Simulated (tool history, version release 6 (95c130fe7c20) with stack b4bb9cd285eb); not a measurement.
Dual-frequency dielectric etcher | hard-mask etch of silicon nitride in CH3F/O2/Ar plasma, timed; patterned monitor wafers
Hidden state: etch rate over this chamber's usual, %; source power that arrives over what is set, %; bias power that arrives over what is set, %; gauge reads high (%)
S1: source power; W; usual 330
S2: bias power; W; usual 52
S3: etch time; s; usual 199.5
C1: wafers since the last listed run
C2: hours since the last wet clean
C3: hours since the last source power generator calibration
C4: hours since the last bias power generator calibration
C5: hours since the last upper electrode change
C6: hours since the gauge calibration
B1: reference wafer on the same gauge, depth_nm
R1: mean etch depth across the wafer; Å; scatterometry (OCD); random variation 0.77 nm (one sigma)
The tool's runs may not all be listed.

| run | hour | S1 | S2 | S3 | C1 | C2 | C3 | C4 | C5 | C6 | B1 | R1 |
|---|---|---|---|---|---|---|---|---|---|---|---|---|
| 1 | 0.0 | 330 | 52 | 199.5 | 0 | 253.0 | 1492.7 | 3079.3 | 3229.5 | 203.1 | 97.7 | 1166 |
| 2 | 26.6 | 330 | 52 | 199.5 | 172 | 279.6 | 1519.3 | 3105.9 | 3256.1 | 229.7 | 97.9 | 1167 |
| 3 | 45.0 | 330 | 52 | 199.5 | 119 | 298.0 | 1537.7 | 3124.3 | 3274.5 | 248.1 | 98.4 | 1178 |
| 4 | 74.5 | 360 | 52 | 180.0 | 191 | 327.5 | 1567.2 | 3153.8 | 3304.0 | 277.6 | 97.9 | 1111 |
| 5 | 92.1 | 330 | 52 | 247.0 | 114 | 345.1 | 1584.8 | 3171.4 | 3321.6 | 295.2 | 97.9 | 1463 |
| 6 | 122.8 | 330 | 52 | 199.5 | 199 | 375.8 | 1615.5 | 3202.1 | 3352.3 | 325.9 | 98.1 | 1173 |
|  | 164.8 | wet clean of the chamber |
| 7 | 165.3 | 330 | 52 | 199.5 | 120 | 0.5 | 1658.0 | 3244.6 | 3394.8 | 368.4 | 97.6 | 1131 |
| 8 | 165.7 | 330 | 52 | 199.5 | 2 | 0.9 | 1658.4 | 3245.0 | 3395.2 | 368.8 | 98.0 | 1129 |
| 9 | 171.1 | 330 | 52 | 199.5 | 35 | 6.3 | 1663.8 | 3250.4 | 3400.6 | 374.2 | 97.8 | 1140 |
| 10 | 195.9 | 330 | 44 | 199.5 | 160 | 31.1 | 1688.6 | 3275.2 | 3425.4 | 399.0 | 98.0 | 1087 |
|  | 238.0 | upper electrode replaced |
| 11 | 238.5 | 290 | 52 | 147.5 | 120 | 73.7 | 1731.2 | 3317.8 | 0.5 | 441.6 | 97.9 | 793 |
| 12 | 258.1 | 360 | 63 | 232.0 | 127 | 93.3 | 1750.8 | 3337.4 | 20.1 | 461.2 | 97.8 | 1469 |
|  | 262.7 | bias power generator calibrated |
| 13 | 274.8 | 300 | 62 | 145.5 | 82 | 110.0 | 1767.5 | 12.1 | 36.8 | 477.9 | 98.1 | 846 |
|  | 299.4 | gauge calibrated |
| 14 | 301.5 | 330 | 45 | 199.5 | 173 | 136.7 | 1794.2 | 38.8 | 63.5 | 2.1 | 97.8 | 1108 |
|  | 319.8 | source power generator calibrated |
| 15 | 322.0 | 330 | 52 | 183.0 | 107 | 157.2 | 2.2 | 59.3 | 84.0 | 22.6 | 97.8 | 1060 |
| 16 | 335.8 | 330 | 52 | 199.5 | 89 | 171.0 | 16.0 | 73.1 | 97.8 | 36.4 | 98.1 | 1159 |
| 17 | 359.0 | 330 | 58 | 220.5 | 150 | 194.2 | 39.2 | 96.3 | 121.0 | 59.6 | 98.2 | 1320 |
| 18 | 373.2 | 250 | 52 | 144.5 | 92 | 208.4 | 53.4 | 110.5 | 135.2 | 73.8 | 97.8 | 748 |
| 19 | 402.6 | 330 | 52 | 251.5 | 190 | 237.8 | 82.8 | 139.9 | 164.6 | 103.2 | 97.9 | 1475 |
| 20 | 433.7 | 330 | 52 | 199.5 | 201 | 268.9 | 113.9 | 171.0 | 195.7 | 134.3 | 97.9 | 1172 |
| 21 | 447.9 | 260 | 52 | 199.5 | 92 | 283.1 | 128.1 | 185.2 | 209.9 | 148.5 | 98.3 | 1061 |

Forecast each of these 5 alternatives for the next run:
| A | 448.4 | 330 | 52 | 199.5 | 3 | 283.6 | 128.6 | 185.7 | 210.4 | 149.0 | ? | ? |
| B | 448.4 | 330 | 48 | 222.5 | 3 | 283.6 | 128.6 | 185.7 | 210.4 | 149.0 | ? | ? |
| C | 448.4 | 330 | 41 | 160.0 | 3 | 283.6 | 128.6 | 185.7 | 210.4 | 149.0 | ? | ? |
| D | 448.4 | 360 | 52 | 199.5 | 3 | 283.6 | 128.6 | 185.7 | 210.4 | 149.0 | ? | ? |
| E | 448.4 | 260 | 49 | 216.0 | 3 | 283.6 | 128.6 | 185.7 | 210.4 | 149.0 | ? | ? |

| run | B1 | R1 |
|---|---|---|
| A | 97.9 | 1166 |
| B | 97.9 | 1275 |
| C | 97.9 | 883 |
| D | 97.9 | 1210 |
| E | 97.9 | 1123 |
Without the tool's hidden state the same runs would have given:
| run | R1 |
|---|---|
| A | 1133 |
| B | 1239 |
| C | 859 |
| D | 1176 |
| E | 1091 |

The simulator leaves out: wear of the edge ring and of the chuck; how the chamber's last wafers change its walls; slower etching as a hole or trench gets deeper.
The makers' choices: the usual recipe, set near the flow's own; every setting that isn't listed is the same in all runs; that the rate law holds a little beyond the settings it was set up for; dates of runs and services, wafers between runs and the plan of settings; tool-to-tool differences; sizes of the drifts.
